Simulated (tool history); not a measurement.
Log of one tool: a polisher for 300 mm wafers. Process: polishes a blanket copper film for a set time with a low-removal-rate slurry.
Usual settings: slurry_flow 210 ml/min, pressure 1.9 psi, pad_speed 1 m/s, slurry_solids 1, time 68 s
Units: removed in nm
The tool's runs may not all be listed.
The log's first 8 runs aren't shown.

| run | hour | slurry_flow | pressure | pad_speed | slurry_solids | time | wafers since the last listed run | wafers polished on this pad | hours since the slurry nozzle was cleaned | hours since the head pressure was calibrated | hours since the slurry blender was calibrated | incoming thickness of the incoming film, nm | removed |
|---|---|---|---|---|---|---|---|---|---|---|---|---|---|
| 9 | 190.2 | 210 | 2.3 | 1 | 1 | 68 | 376 | 708 | 245.4 | 225.2 | 172 | 1296.5 | 117.6 |
| 10 | 203.7 | 210 | 1.9 | 1 | 1 | 68 | 164 | 872 | 258.9 | 238.7 | 185.5 | 1298.6 | 102.5 |
|  | 231.9 | slurry blender recalibrated |
| 11 | 251.9 | 210 | 1.9 | 1 | 1 | 68 | 561 | 1433 | 307.1 | 286.9 | 20 | 1274.1 | 100.8 |
|  | 271.9 | slurry nozzle cleaned |
| 12 | 272.4 | 210 | 1.9 | 1 | 0.75 | 84 | 236 | 1670 | 0.5 | 307.4 | 40.5 | 1300.4 | 120 |
| 13 | 289.2 | 210 | 1.9 | 1 | 1.1 | 68 | 204 | 1874 | 17.3 | 324.2 | 57.3 | 1310.2 | 111.8 |
| 14 | 322.2 | 210 | 1.9 | 0.9 | 1.15 | 87 | 400 | 2275 | 50.3 | 357.2 | 90.3 | 1283.4 | 128.5 |
| 15 | 356 | 210 | 1.9 | 1 | 1 | 68 | 410 | 2686 | 84.1 | 391 | 124.1 | 1271.5 | 106 |
|  | 363 | worn pad replaced by a new one |
| 16 | 390.3 | 210 | 1.5 | 1 | 1.25 | 49 | 368 | 331 | 118.4 | 425.3 | 158.4 | 1307 | 70.6 |
| 17 | 413.6 | 135 | 2.3 | 1 | 1 | 68 | 283 | 614 | 141.7 | 448.6 | 181.7 | 1279.3 | 109.1 |
|  | 434 | head pressure recalibrated |
| 18 | 440.1 | 160 | 1.9 | 1.1 | 0.75 | 68 | 297 | 912 | 168.2 | 6.1 | 208.2 | 1278.4 | 97.2 |
| 19 | 460.4 | 210 | 2.4 | 1 | 1 | 68 | 246 | 1158 | 188.5 | 26.4 | 228.5 | 1281.3 | 122 |
| 20 | 477.3 | 210 | 1.9 | 1 | 1 | 68 | 205 | 1363 | 205.4 | 43.3 | 245.4 | 1298.4 | 102.3 |
|  | 489.6 | slurry blender recalibrated |
| 21 | 490.1 | 265 | 1.9 | 0.74 | 1 | 68 | 131 | 1495 | 218.2 | 56.1 | 0.5 | 1278 | 78 |
| 22 | 525 | 210 | 1.9 | 1 | 1 | 68 | 423 | 1919 | 253.1 | 91 | 35.4 | 1297.1 | 100.8 |
| 23 | 550.6 | 210 | 2.3 | 1 | 1 | 57 | 311 | 2230 | 278.7 | 116.6 | 61 | 1272.6 | 95.6 |
| 24 | 578.2 | 145 | 1.9 | 1 | 0.85 | 68 | 335 | 2565 | 306.3 | 144.2 | 88.6 | 1291.5 | 84.6 |
|  | 593.4 | slurry nozzle cleaned |
| 25 | 602.9 | 210 | 1.4 | 0.64 | 0.75 | 48 | 287 | 2853 | 9.5 | 168.9 | 113.3 | 1293.7 | 36.7 |
|  | 615.8 | worn pad replaced by a new one |
| 26 | 617.2 | 235 | 1.9 | 0.7 | 1.2 | 68 | 125 | 17 | 23.8 | 183.2 | 127.6 | 1285.8 | 80.2 |
| 27 | 650.4 | 210 | 1.9 | 1 | 1.15 | 68 | 403 | 420 | 57 | 216.4 | 160.8 | 1277.4 | 112.7 |
| 28 | 674.6 | 210 | 1.9 | 0.84 | 1 | 68 | 294 | 714 | 81.2 | 240.6 | 185 | 1288.7 | 90.1 |
| 29 | 705.5 | 265 | 1.5 | 1 | 1 | 81 | 375 | 1090 | 112.1 | 271.5 | 215.9 | 1302.6 | 112.9 |
| 30 | 724.4 | 210 | 1.9 | 1 | 0.9 | 68 | 229 | 1319 | 131 | 290.4 | 234.8 | 1301.4 | 103.8 |

Forecast each of these 4 alternatives for the next run:
| A | 724.9 | 170 | 1.9 | 1 | 1 | 68 | 6 | 1325 | 131.5 | 290.9 | 235.3 | 1292 | ? |
| B | 724.9 | 140 | 1.9 | 1 | 1 | 68 | 6 | 1325 | 131.5 | 290.9 | 235.3 | 1292 | ? |
| C | 724.9 | 210 | 1.9 | 1 | 1 | 50 | 6 | 1325 | 131.5 | 290.9 | 235.3 | 1292 | ? |
| D | 724.9 | 185 | 1.9 | 0.68 | 1.2 | 68 | 6 | 1325 | 131.5 | 290.9 | 235.3 | 1292 | ? |

| run | removed |
|---|---|
| A | 103.1 |
| B | 99.2 |
| C | 78.5 |
| D | 75.6 |
Without the tool's hidden state the same runs would have given:
| run | removed |
|---|---|
| A | 106 |
| B | 102.5 |
| C | 80.3 |
| D | 77.6 |

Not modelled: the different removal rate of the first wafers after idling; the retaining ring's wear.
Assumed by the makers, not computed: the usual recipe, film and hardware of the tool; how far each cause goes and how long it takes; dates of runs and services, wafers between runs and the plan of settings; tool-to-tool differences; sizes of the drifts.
